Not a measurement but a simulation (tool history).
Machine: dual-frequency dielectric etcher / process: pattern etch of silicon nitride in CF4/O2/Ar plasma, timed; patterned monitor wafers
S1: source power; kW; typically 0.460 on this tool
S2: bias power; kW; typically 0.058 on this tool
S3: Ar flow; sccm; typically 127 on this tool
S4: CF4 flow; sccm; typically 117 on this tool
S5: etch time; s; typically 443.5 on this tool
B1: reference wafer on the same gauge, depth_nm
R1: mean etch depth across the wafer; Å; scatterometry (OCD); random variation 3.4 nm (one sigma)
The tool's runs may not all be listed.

run	hour	S1	S2	S3	S4	S5	B1	R1
1	0.0	0.460	0.058	127	117	443.5	716.8	7892
2	25.6	0.460	0.058	127	117	443.5	717.3	7909
3	43.8	0.460	0.058	127	117	443.5	716.7	7870
4	60.2	0.460	0.058	127	117	443.5	716.6	7922
5	93.5	0.460	0.058	127	117	443.5	716.6	7967
6	117.0	0.460	0.058	127	117	443.5	717.3	8018
7	136.6	0.460	0.058	127	117	443.5	716.6	7983
8	161.3	0.390	0.058	127	106	443.5	717.4	6898
9	196.0	0.460	0.058	96	107	443.5	717.6	7972
10	211.0	0.460	0.058	101	117	493.5	717.8	8929
11	228.4	0.460	0.058	127	133	443.5	717.0	7985
12	245.9	0.460	0.067	127	108	443.5	717.2	8275
13	283.3	0.460	0.058	127	117	443.5	717.0	7921
14	283.7	0.510	0.065	127	99	443.5	717.3	8781
15	302.5	0.460	0.058	127	117	443.5	717.6	7935
16	329.6	0.460	0.065	127	117	443.5	716.9	8224
17	353.7	0.460	0.058	127	117	443.5	716.7	8004
18	368.0	0.460	0.058	127	117	443.5	717.1	7953
19	387.1	0.460	0.058	127	117	443.5	717.2	7949
20	471.5	0.400	0.058	127	96	443.5	716.8	6958

Not shown here: 7 entries made in the log between runs. Locate each between two listed runs and compare the hidden state at the listed run before it with the hidden state at the listed run after it:
Run 5 -> run 6: Ar flow controller replaced (hour 116.5)
  etch rate over this chamber's usual, %: 2.44 -> 2.69
  the result without the hidden state subtracted from the measured one, R1: +190 -> +211 Å
Run 8 -> run 9: wet clean of the chamber (hour 190.2)
  etch rate over this chamber's usual, %: 3.16 -> 0.807
  the result without the hidden state subtracted from the measured one, R1: +211 -> +64 Å
Run 12 -> run 13: source power generator calibrated (hour 254.7); CF4 flow controller replaced (hour 265.0); upper electrode replaced (hour 282.8)
  etch rate over this chamber's usual, %: 1.34 -> 1.73
  the result without the hidden state subtracted from the measured one, R1: +110 -> +135 Å
Run 16 -> run 17: bias power generator calibrated (hour 338.2)
  etch rate over this chamber's usual, %: 2.22 -> 2.48
  the result without the hidden state subtracted from the measured one, R1: +179 -> +194 Å
Run 17 -> run 18: gauge calibrated (hour 360.1)
  etch rate over this chamber's usual, %: 2.48 -> 2.63
  the result without the hidden state subtracted from the measured one, R1: +194 -> +204 Å
